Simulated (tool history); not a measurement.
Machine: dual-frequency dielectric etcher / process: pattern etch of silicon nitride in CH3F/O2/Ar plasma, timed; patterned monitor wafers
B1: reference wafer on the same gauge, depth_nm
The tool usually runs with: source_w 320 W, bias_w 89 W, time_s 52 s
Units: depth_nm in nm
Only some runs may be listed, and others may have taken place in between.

{"run": 1, "day": 0.0, "source_w": 320, "bias_w": 89, "time_s": 52, "B1": 32.78, "depth_nm": 36.24}
{"run": 2, "day": 1.208, "source_w": 320, "bias_w": 89, "time_s": 52, "B1": 32.8, "depth_nm": 36.08}
{"run": 3, "day": 2.917, "source_w": 320, "bias_w": 89, "time_s": 52, "B1": 32.78, "depth_nm": 36.17}
{"run": 4, "day": 4.333, "source_w": 320, "bias_w": 89, "time_s": 52, "B1": 32.81, "depth_nm": 36.11}
{"run": 5, "day": 5.725, "source_w": 320, "bias_w": 89, "time_s": 52, "B1": 32.78, "depth_nm": 36.07}
{"run": 6, "day": 6.85, "source_w": 320, "bias_w": 89, "time_s": 52, "B1": 32.79, "depth_nm": 36.18}
{"run": 7, "day": 9.371, "source_w": 320, "bias_w": 89, "time_s": 52, "B1": 32.8, "depth_nm": 36.31}
{"run": 8, "day": 10.721, "source_w": 320, "bias_w": 89, "time_s": 52, "B1": 32.81, "depth_nm": 36.21}
{"run": 9, "day": 11.992, "source_w": 320, "bias_w": 89, "time_s": 52, "B1": 32.79, "depth_nm": 36.23}
{"run": 10, "day": 13.325, "source_w": 320, "bias_w": 89, "time_s": 52, "B1": 32.81, "depth_nm": 36.2}
{"day": 16.112, "done": "wet clean of the chamber"}
{"run": 11, "day": 16.133, "source_w": 320, "bias_w": 89, "time_s": 52, "B1": 32.8, "depth_nm": 36.42}
{"day": 16.846, "done": "bias power generator calibrated"}
{"day": 20.95, "done": "upper electrode replaced"}
{"run": 12, "day": 22.517, "source_w": 300, "bias_w": 106, "time_s": 52, "B1": 32.79, "depth_nm": 37.87}
{"run": 13, "day": 24.433, "source_w": 300, "bias_w": 106, "time_s": 52, "B1": 32.81, "depth_nm": 38.05}
{"run": 14, "day": 26.933, "source_w": 300, "bias_w": 106, "time_s": 52, "B1": 32.8, "depth_nm": 37.93}
{"day": 29.162, "done": "source power generator calibrated"}
{"run": 15, "day": 29.792, "source_w": 270, "bias_w": 98, "time_s": 37, "B1": 32.8, "depth_nm": 25.35}
{"run": 16, "day": 32.175, "source_w": 250, "bias_w": 89, "time_s": 40.5, "B1": 32.78, "depth_nm": 25.93}
{"run": 17, "day": 33.333, "source_w": 350, "bias_w": 73, "time_s": 60.5, "B1": 32.8, "depth_nm": 38.69}
{"run": 18, "day": 35.096, "source_w": 320, "bias_w": 89, "time_s": 52, "B1": 32.79, "depth_nm": 35.79}
{"day": 35.567, "done": "gauge calibrated"}
{"run": 19, "day": 37.029, "source_w": 370, "bias_w": 68, "time_s": 44, "B1": 32.78, "depth_nm": 27.68}
{"run": 20, "day": 38.808, "source_w": 320, "bias_w": 89, "time_s": 52, "B1": 32.8, "depth_nm": 35.8}
{"day": 40.721, "done": "wet clean of the chamber"}
{"run": 21, "day": 41.475, "source_w": 320, "bias_w": 89, "time_s": 52, "B1": 32.79, "depth_nm": 35.74}
{"run": 22, "day": 43.429, "source_w": 320, "bias_w": 89, "time_s": 52, "B1": 32.79, "depth_nm": 35.79}
{"run": 23, "day": 45.512, "source_w": 320, "bias_w": 89, "time_s": 46.5, "B1": 32.81, "depth_nm": 32.14}
{"run": 24, "day": 47.192, "source_w": 320, "bias_w": 89, "time_s": 52, "B1": 32.81, "depth_nm": 35.92}
{"run": 25, "day": 49.108, "source_w": 320, "bias_w": 73, "time_s": 52, "B1": 32.81, "depth_nm": 32.62}
{"run": 26, "day": 50.808, "source_w": 320, "bias_w": 89, "time_s": 60, "B1": 32.79, "depth_nm": 41.29}
{"run": 27, "day": 52.088, "source_w": 320, "bias_w": 89, "time_s": 52, "B1": 32.79, "depth_nm": 36.01}
{"run": 28, "day": 54.608, "source_w": 360, "bias_w": 100, "time_s": 64, "B1": 32.78, "depth_nm": 48.33}

Below, some changes in depth_nm between adjacent runs. For each, the amount present without the hidden state too (settings, incoming material, random variation) and the amount remaining for the hidden state with gauge scatter not shared by both compared results:
What the log doesn't record here: etch rate over this chamber's usual, %; source power that arrives over what is set, %; bias power that arrives over what is set, %; gauge reads high (%).
Run 11 -> 12: source_w 320 -> 300, bias_w 89 -> 106, bias power generator calibrated, upper electrode replaced. depth_nm +1.45 nm: hidden state -0.61, all else +2.06.
Run 14 -> 15: source_w 300 -> 270, bias_w 106 -> 98, time_s 52 -> 37, source power generator calibrated. depth_nm -12.58 nm: hidden state -0.08, all else -12.5.
Run 16 -> 17: source_w 250 -> 350, bias_w 89 -> 73, time_s 40.5 -> 60.5. depth_nm +12.76 nm: hidden state +0.12, all else +12.64.
Run 27 -> 28: source_w 320 -> 360, bias_w 89 -> 100, time_s 52 -> 64. depth_nm +12.32 nm: hidden state +0.24, all else +12.08.
